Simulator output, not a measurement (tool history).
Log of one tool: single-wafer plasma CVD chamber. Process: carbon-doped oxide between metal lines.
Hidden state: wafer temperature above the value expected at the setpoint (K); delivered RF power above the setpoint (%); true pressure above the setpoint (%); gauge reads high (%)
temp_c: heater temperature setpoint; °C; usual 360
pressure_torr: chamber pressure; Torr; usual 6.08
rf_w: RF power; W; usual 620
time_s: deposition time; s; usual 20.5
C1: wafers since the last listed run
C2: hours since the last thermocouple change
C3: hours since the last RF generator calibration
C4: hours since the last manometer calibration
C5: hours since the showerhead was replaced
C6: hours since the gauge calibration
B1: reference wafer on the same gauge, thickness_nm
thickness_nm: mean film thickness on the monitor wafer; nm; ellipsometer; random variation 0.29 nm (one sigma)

{"run": 1, "hour": 0.0, "temp_c": 360, "pressure_torr": 6.08, "rf_w": 620, "time_s": 20.5, "C1": 0, "C2": 423.7, "C3": 1291.3, "C4": 2652.1, "C5": 5340.8, "C6": 1987.8, "B1": 116.992, "thickness_nm": 116.303}
{"hour": 52.4, "done": "capacitance manometer re-zeroed and calibrated"}
{"run": 2, "hour": 58.6, "temp_c": 360, "pressure_torr": 6.08, "rf_w": 620, "time_s": 20.5, "C1": 1561, "C2": 482.3, "C3": 1349.9, "C4": 6.2, "C5": 5399.4, "C6": 2046.4, "B1": 116.988, "thickness_nm": 116.357}
{"run": 3, "hour": 120.1, "temp_c": 360, "pressure_torr": 6.08, "rf_w": 620, "time_s": 20.5, "C1": 1898, "C2": 543.8, "C3": 1411.4, "C4": 67.7, "C5": 5460.9, "C6": 2107.9, "B1": 117.005, "thickness_nm": 116.928}
{"run": 4, "hour": 160.5, "temp_c": 360, "pressure_torr": 6.08, "rf_w": 620, "time_s": 20.5, "C1": 1246, "C2": 584.2, "C3": 1451.8, "C4": 108.1, "C5": 5501.3, "C6": 2148.3, "B1": 116.994, "thickness_nm": 117.221}
{"hour": 194.3, "done": "gauge calibrated"}
{"run": 5, "hour": 336.2, "temp_c": 360, "pressure_torr": 6.08, "rf_w": 620, "time_s": 20.5, "C1": 5422, "C2": 759.9, "C3": 1627.5, "C4": 283.8, "C5": 5677.0, "C6": 141.9, "B1": 116.924, "thickness_nm": 116.296}
{"run": 6, "hour": 404.7, "temp_c": 366, "pressure_torr": 6.08, "rf_w": 620, "time_s": 20.5, "C1": 2114, "C2": 828.4, "C3": 1696.0, "C4": 352.3, "C5": 5745.5, "C6": 210.4, "B1": 117.156, "thickness_nm": 114.571}
{"run": 7, "hour": 437.2, "temp_c": 360, "pressure_torr": 6.08, "rf_w": 680, "time_s": 20.5, "C1": 1003, "C2": 860.9, "C3": 1728.5, "C4": 384.8, "C5": 5778.0, "C6": 242.9, "B1": 116.933, "thickness_nm": 121.808}
{"run": 8, "hour": 462.6, "temp_c": 360, "pressure_torr": 6.08, "rf_w": 680, "time_s": 20.5, "C1": 783, "C2": 886.3, "C3": 1753.9, "C4": 410.2, "C5": 5803.4, "C6": 268.3, "B1": 117.075, "thickness_nm": 122.252}
{"run": 9, "hour": 530.7, "temp_c": 360, "pressure_torr": 6.08, "rf_w": 680, "time_s": 20.5, "C1": 2101, "C2": 954.4, "C3": 1822.0, "C4": 478.3, "C5": 5871.5, "C6": 336.4, "B1": 117.105, "thickness_nm": 121.738}
{"hour": 552.5, "done": "showerhead replaced"}
{"run": 10, "hour": 599.9, "temp_c": 360, "pressure_torr": 6.95, "rf_w": 620, "time_s": 20.5, "C1": 1888, "C2": 1023.6, "C3": 1891.2, "C4": 547.5, "C5": 47.4, "C6": 405.6, "B1": 116.818, "thickness_nm": 117.499}
{"run": 11, "hour": 671.7, "temp_c": 360, "pressure_torr": 6.72, "rf_w": 620, "time_s": 20.5, "C1": 2215, "C2": 1095.4, "C3": 1963.0, "C4": 619.3, "C5": 119.2, "C6": 477.4, "B1": 116.907, "thickness_nm": 116.775}
{"run": 12, "hour": 718.1, "temp_c": 360, "pressure_torr": 6.08, "rf_w": 620, "time_s": 20.5, "C1": 1432, "C2": 1141.8, "C3": 2009.4, "C4": 665.7, "C5": 165.6, "C6": 523.8, "B1": 117.008, "thickness_nm": 115.557}
{"run": 13, "hour": 765.5, "temp_c": 360, "pressure_torr": 7.15, "rf_w": 620, "time_s": 18.1, "C1": 1462, "C2": 1189.2, "C3": 2056.8, "C4": 713.1, "C5": 213.0, "C6": 571.2, "B1": 117.026, "thickness_nm": 103.544}
{"run": 14, "hour": 811.2, "temp_c": 374, "pressure_torr": 5.65, "rf_w": 545, "time_s": 23.9, "C1": 1410, "C2": 1234.9, "C3": 2102.5, "C4": 758.8, "C5": 258.7, "C6": 616.9, "B1": 116.993, "thickness_nm": 120.901}
{"run": 15, "hour": 846.1, "temp_c": 360, "pressure_torr": 6.08, "rf_w": 525, "time_s": 16.5, "C1": 1077, "C2": 1269.8, "C3": 2137.4, "C4": 793.7, "C5": 293.6, "C6": 651.8, "B1": 117.023, "thickness_nm": 85.805}
{"run": 16, "hour": 911.2, "temp_c": 360, "pressure_torr": 6.08, "rf_w": 620, "time_s": 20.5, "C1": 2009, "C2": 1334.9, "C3": 2202.5, "C4": 858.8, "C5": 358.7, "C6": 716.9, "B1": 117.032, "thickness_nm": 115.108}
{"run": 17, "hour": 935.8, "temp_c": 348, "pressure_torr": 5.33, "rf_w": 585, "time_s": 20.5, "C1": 759, "C2": 1359.5, "C3": 2227.1, "C4": 883.4, "C5": 383.3, "C6": 741.5, "B1": 116.99, "thickness_nm": 114.365}
{"hour": 950.5, "done": "RF generator calibrated"}
{"run": 18, "hour": 964.7, "temp_c": 360, "pressure_torr": 6.08, "rf_w": 550, "time_s": 16.4, "C1": 645, "C2": 1388.4, "C3": 14.2, "C4": 912.3, "C5": 412.2, "C6": 770.4, "B1": 116.99, "thickness_nm": 87.041}
{"run": 19, "hour": 1023.5, "temp_c": 360, "pressure_torr": 5.54, "rf_w": 535, "time_s": 20.5, "C1": 1814, "C2": 1447.2, "C3": 73.0, "C4": 971.1, "C5": 471.0, "C6": 829.2, "B1": 117.012, "thickness_nm": 105.634}
{"hour": 1074.0, "done": "thermocouple changed; heater temperature recalibrated"}
{"run": 20, "hour": 1080.7, "temp_c": 360, "pressure_torr": 6.08, "rf_w": 620, "time_s": 20.5, "C1": 1518, "C2": 6.7, "C3": 130.2, "C4": 1028.3, "C5": 528.2, "C6": 886.4, "B1": 117.011, "thickness_nm": 117.004}
{"run": 21, "hour": 1141.0, "temp_c": 360, "pressure_torr": 6.08, "rf_w": 620, "time_s": 20.5, "C1": 1861, "C2": 67.0, "C3": 190.5, "C4": 1088.6, "C5": 588.5, "C6": 946.7, "B1": 116.89, "thickness_nm": 116.734}
{"run": 22, "hour": 1165.6, "temp_c": 360, "pressure_torr": 6.08, "rf_w": 620, "time_s": 20.5, "C1": 759, "C2": 91.6, "C3": 215.1, "C4": 1113.2, "C5": 613.1, "C6": 971.3, "B1": 117.02, "thickness_nm": 116.742}

Forecast run 23:
{"run": 23, "hour": 1217.0, "temp_c": 360, "pressure_torr": 5.01, "rf_w": 620, "time_s": 20.5, "C1": 1586, "C2": 143.0, "C3": 266.5, "C4": 1164.6, "C5": 664.5, "C6": 1022.7, "B1": "?", "thickness_nm": "?"}

Run 23 gave B1 117.031, thickness_nm 115.056 nm.
Without the tool's hidden state the same run would have given thickness_nm 114.752 nm.
